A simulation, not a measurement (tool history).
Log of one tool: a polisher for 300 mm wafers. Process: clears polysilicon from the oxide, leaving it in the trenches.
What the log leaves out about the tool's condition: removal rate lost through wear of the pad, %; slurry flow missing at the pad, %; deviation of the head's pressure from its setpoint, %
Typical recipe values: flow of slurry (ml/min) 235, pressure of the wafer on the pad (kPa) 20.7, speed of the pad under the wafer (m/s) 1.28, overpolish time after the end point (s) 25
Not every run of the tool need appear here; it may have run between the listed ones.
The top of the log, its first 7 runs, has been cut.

run	hour	flow of slurry (ml/min)	pressure of the wafer on the pad (kPa)	speed of the pad under the wafer (m/s)	overpolish time after the end point (s)	wafers since the last listed run	wafers polished on this pad	hours since the slurry nozzle was cleaned	hours since the head pressure was calibrated	incoming thickness of the incoming film, nm	time until the end point was called (s)
8	132.8	235	20.7	1.60	25	115	461	198.7	458.7	647.5	26.1
9	150.2	235	20.7	1.60	25	127	588	216.1	476.1	651.2	27.1
10	159.1	235	20.7	1.54	25	65	653	225.0	485.0	667.6	28.6
# hour 166.3: worn pad replaced by a new one
11	169.4	235	20.7	1.28	25	46	23	235.3	495.3	659.9	33.8
12	185.0	235	20.7	1.28	25	114	137	250.9	510.9	659.7	33.4
13	197.1	235	20.7	1.28	25	88	225	263.0	523.0	653.8	34.8
14	203.2	235	20.7	1.28	25	44	270	269.1	529.1	658.0	33.6
15	212.2	235	20.7	1.28	25	65	336	278.1	538.1	662.0	34.1
16	223.8	235	20.7	1.28	25	84	420	289.7	549.7	663.1	34.4
17	236.5	235	20.7	1.28	25	92	513	302.4	562.4	653.0	32.7
18	246.8	235	20.7	1.28	25	75	589	312.7	572.7	656.2	33.3
# hour 254.2: head pressure recalibrated
19	261.7	200	24.8	1.58	14	94	683	327.6	7.5	652.4	22.5
# hour 274.1: worn pad replaced by a new one
20	278.2	235	20.7	1.28	25	91	30	344.1	24.0	648.4	33.4
21	287.0	235	24.8	1.28	25	64	94	352.9	32.8	660.4	28.6
22	296.6	305	16.5	1.40	12	70	164	362.5	42.4	655.3	37.0
23	314.6	180	20.7	1.02	25	131	296	380.5	60.4	662.9	43.5
# hour 328.9: slurry nozzle cleaned
24	330.4	305	20.7	1.28	33	108	404	1.5	76.2	660.0	32.5
25	336.9	180	20.7	1.70	25	47	452	8.0	82.7	671.6	26.8
26	344.3	235	20.7	1.28	25	54	506	15.4	90.1	656.8	33.6
27	351.1	270	27.6	1.28	40	49	556	22.2	96.9	654.9	24.7
# hour 371.6: worn pad replaced by a new one
28	372.1	235	20.7	1.60	25	124	4	43.2	117.9	655.7	26.7
29	383.9	235	20.7	1.28	25	86	90	55.0	129.7	649.3	33.4
30	399.3	235	20.7	1.54	34	112	202	70.4	145.1	656.7	28.4
31	409.5	265	24.1	0.84	21	74	277	80.6	155.3	670.9	45.8
32	426.4	275	17.9	1.28	38	123	401	97.5	172.2	659.8	39.1

What if the next run were any one of these 5? Each begins from the tool's condition after run 32:
A	426.8	235	23.4	1.28	25	2	404	97.9	172.6	667.7	?
B	426.8	295	16.5	1.08	30	2	404	97.9	172.6	667.7	?
C	426.8	235	20.7	0.88	25	2	404	97.9	172.6	667.7	?
D	426.8	235	26.9	1.28	16	2	404	97.9	172.6	667.7	?
E	426.8	200	14.5	1.04	13	2	404	97.9	172.6	667.7	?

run	time until the end point was called (s)
A	30.5
B	50.2
C	50.3
D	26.6
E	62.0
Take away the tool's hidden state, keep each run's random variation, and the runs would have read:
run	time until the end point was called (s)
A	30.5
B	50.2
C	50.3
D	26.6
E	62.0
